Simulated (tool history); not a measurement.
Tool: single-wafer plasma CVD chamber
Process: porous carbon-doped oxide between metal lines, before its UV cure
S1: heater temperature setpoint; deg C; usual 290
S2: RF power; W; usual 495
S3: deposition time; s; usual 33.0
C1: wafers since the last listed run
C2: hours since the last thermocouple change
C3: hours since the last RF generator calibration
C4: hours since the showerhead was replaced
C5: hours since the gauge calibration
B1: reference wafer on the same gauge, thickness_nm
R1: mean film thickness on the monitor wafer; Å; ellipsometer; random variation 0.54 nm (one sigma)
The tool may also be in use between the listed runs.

{"run": 1, "day": 0.0, "S1": 290, "S2": 520, "S3": 33.0, "C1": 0, "C2": 451.8, "C3": 754.1, "C4": 2439.3, "C5": 1271.9, "B1": 195.986, "R1": 1739.97}
{"run": 2, "day": 1.954, "S1": 290, "S2": 520, "S3": 33.0, "C1": 661, "C2": 498.7, "C3": 801.0, "C4": 2486.2, "C5": 1318.8, "B1": 196.013, "R1": 1741.94}
{"run": 3, "day": 3.942, "S1": 290, "S2": 520, "S3": 33.0, "C1": 672, "C2": 546.4, "C3": 848.7, "C4": 2533.9, "C5": 1366.5, "B1": 196.172, "R1": 1742.92}
{"run": 4, "day": 6.938, "S1": 290, "S2": 495, "S3": 33.0, "C1": 1013, "C2": 618.3, "C3": 920.6, "C4": 2605.8, "C5": 1438.4, "B1": 196.308, "R1": 1683.36}
{"day": 13.908, "done": "RF generator calibrated"}
{"run": 5, "day": 14.833, "S1": 290, "S2": 495, "S3": 33.0, "C1": 2559, "C2": 807.8, "C3": 22.2, "C4": 2795.3, "C5": 1627.9, "B1": 195.929, "R1": 1645.73}
{"run": 6, "day": 17.679, "S1": 290, "S2": 495, "S3": 33.0, "C1": 963, "C2": 876.1, "C3": 90.5, "C4": 2863.6, "C5": 1696.2, "B1": 196.015, "R1": 1646.67}
{"run": 7, "day": 20.221, "S1": 290, "S2": 495, "S3": 33.0, "C1": 860, "C2": 937.1, "C3": 151.5, "C4": 2924.6, "C5": 1757.2, "B1": 195.738, "R1": 1644.26}
{"run": 8, "day": 22.638, "S1": 290, "S2": 495, "S3": 33.0, "C1": 817, "C2": 995.1, "C3": 209.5, "C4": 2982.6, "C5": 1815.2, "B1": 195.948, "R1": 1636.43}
{"run": 9, "day": 24.204, "S1": 290, "S2": 495, "S3": 33.0, "C1": 530, "C2": 1032.7, "C3": 247.1, "C4": 3020.2, "C5": 1852.8, "B1": 195.697, "R1": 1638.98}
{"run": 10, "day": 26.217, "S1": 290, "S2": 495, "S3": 33.0, "C1": 681, "C2": 1081.0, "C3": 295.4, "C4": 3068.5, "C5": 1901.1, "B1": 196.041, "R1": 1636.62}
{"run": 11, "day": 28.233, "S1": 297, "S2": 495, "S3": 30.9, "C1": 682, "C2": 1129.4, "C3": 343.8, "C4": 3116.9, "C5": 1949.5, "B1": 196.023, "R1": 1478.43}
{"day": 28.733, "done": "RF generator calibrated, repeated, since the last time left the tool worse"}
{"run": 12, "day": 30.962, "S1": 297, "S2": 495, "S3": 30.9, "C1": 810, "C2": 1194.9, "C3": 53.5, "C4": 3182.4, "C5": 2015.0, "B1": 196.03, "R1": 1531.14}
{"run": 13, "day": 33.546, "S1": 290, "S2": 540, "S3": 33.0, "C1": 874, "C2": 1256.9, "C3": 115.5, "C4": 3244.4, "C5": 2077.0, "B1": 195.631, "R1": 1798.82}
{"run": 14, "day": 36.025, "S1": 290, "S2": 460, "S3": 33.0, "C1": 838, "C2": 1316.4, "C3": 175.0, "C4": 3303.9, "C5": 2136.5, "B1": 195.896, "R1": 1633.52}
{"day": 37.75, "done": "showerhead replaced"}
{"run": 15, "day": 37.771, "S1": 302, "S2": 495, "S3": 27.9, "C1": 478, "C2": 1358.3, "C3": 216.9, "C4": 0.5, "C5": 2178.4, "B1": 195.901, "R1": 1335.55}
{"run": 16, "day": 39.875, "S1": 290, "S2": 465, "S3": 33.0, "C1": 712, "C2": 1408.8, "C3": 267.4, "C4": 51.0, "C5": 2228.9, "B1": 195.824, "R1": 1637.82}
{"run": 17, "day": 42.621, "S1": 290, "S2": 495, "S3": 38.8, "C1": 929, "C2": 1474.7, "C3": 333.3, "C4": 116.9, "C5": 2294.8, "B1": 195.696, "R1": 1987.71}
{"day": 44.004, "done": "gauge calibrated"}
{"run": 18, "day": 44.858, "S1": 279, "S2": 525, "S3": 31.3, "C1": 757, "C2": 1528.4, "C3": 387.0, "C4": 170.6, "C5": 20.5, "B1": 196.132, "R1": 1817.74}
{"run": 19, "day": 52.692, "S1": 296, "S2": 575, "S3": 33.0, "C1": 2650, "C2": 1716.4, "C3": 575.0, "C4": 358.6, "C5": 208.5, "B1": 195.892, "R1": 1792.48}
{"day": 54.792, "done": "thermocouple changed; heater temperature recalibrated"}
{"run": 20, "day": 55.608, "S1": 290, "S2": 545, "S3": 33.0, "C1": 874, "C2": 19.6, "C3": 645.0, "C4": 428.6, "C5": 278.5, "B1": 196.004, "R1": 1807.76}
{"run": 21, "day": 57.012, "S1": 290, "S2": 495, "S3": 35.2, "C1": 475, "C2": 53.3, "C3": 678.7, "C4": 462.3, "C5": 312.2, "B1": 196.11, "R1": 1804.86}
{"run": 22, "day": 62.425, "S1": 290, "S2": 495, "S3": 33.0, "C1": 1831, "C2": 183.2, "C3": 808.6, "C4": 592.2, "C5": 442.1, "B1": 196.369, "R1": 1698.11}
{"run": 23, "day": 63.662, "S1": 290, "S2": 495, "S3": 33.0, "C1": 418, "C2": 212.9, "C3": 838.3, "C4": 621.9, "C5": 471.8, "B1": 195.816, "R1": 1688.9}
{"run": 24, "day": 65.762, "S1": 290, "S2": 495, "S3": 28.6, "C1": 710, "C2": 263.3, "C3": 888.7, "C4": 672.3, "C5": 522.2, "B1": 195.769, "R1": 1467.95}
{"run": 25, "day": 68.096, "S1": 290, "S2": 495, "S3": 36.9, "C1": 789, "C2": 319.3, "C3": 944.7, "C4": 728.3, "C5": 578.2, "B1": 195.901, "R1": 1882.89}
{"day": 70.058, "done": "RF generator calibrated"}
{"run": 26, "day": 70.079, "S1": 290, "S2": 495, "S3": 33.0, "C1": 558, "C2": 366.9, "C3": 0.5, "C4": 775.9, "C5": 625.8, "B1": 196.344, "R1": 1700.17}
{"run": 27, "day": 71.65, "S1": 290, "S2": 540, "S3": 38.5, "C1": 531, "C2": 404.6, "C3": 38.2, "C4": 813.6, "C5": 663.5, "B1": 196.096, "R1": 2093.59}
{"run": 28, "day": 74.275, "S1": 290, "S2": 495, "S3": 27.8, "C1": 888, "C2": 467.6, "C3": 101.2, "C4": 876.6, "C5": 726.5, "B1": 196.06, "R1": 1446.86}
{"run": 29, "day": 75.6, "S1": 281, "S2": 575, "S3": 38.8, "C1": 448, "C2": 499.4, "C3": 133.0, "C4": 908.4, "C5": 758.3, "B1": 195.956, "R1": 2348.4}

3 ways to go on from here, each from the tool as it stands after run 29. What would each give?
{"run": "A", "day": 75.617, "S1": 290, "S2": 415, "S3": 33.0, "C1": 5, "C2": 499.8, "C3": 133.4, "C4": 908.8, "C5": 758.7, "B1": "?", "R1": "?"}
{"run": "B", "day": 75.617, "S1": 303, "S2": 530, "S3": 35.1, "C1": 5, "C2": 499.8, "C3": 133.4, "C4": 908.8, "C5": 758.7, "B1": "?", "R1": "?"}
{"run": "C", "day": 75.617, "S1": 278, "S2": 575, "S3": 37.4, "C1": 5, "C2": 499.8, "C3": 133.4, "C4": 908.8, "C5": 758.7, "B1": "?", "R1": "?"}

run=A B1=195.980 R1=1506.24
run=B B1=195.980 R1=1735.25
run=C B1=195.980 R1=2307.24
Without the tool's hidden state the same runs would have given:
run=A R1=1510.95
run=B R1=1739.90
run=C R1=2313.29
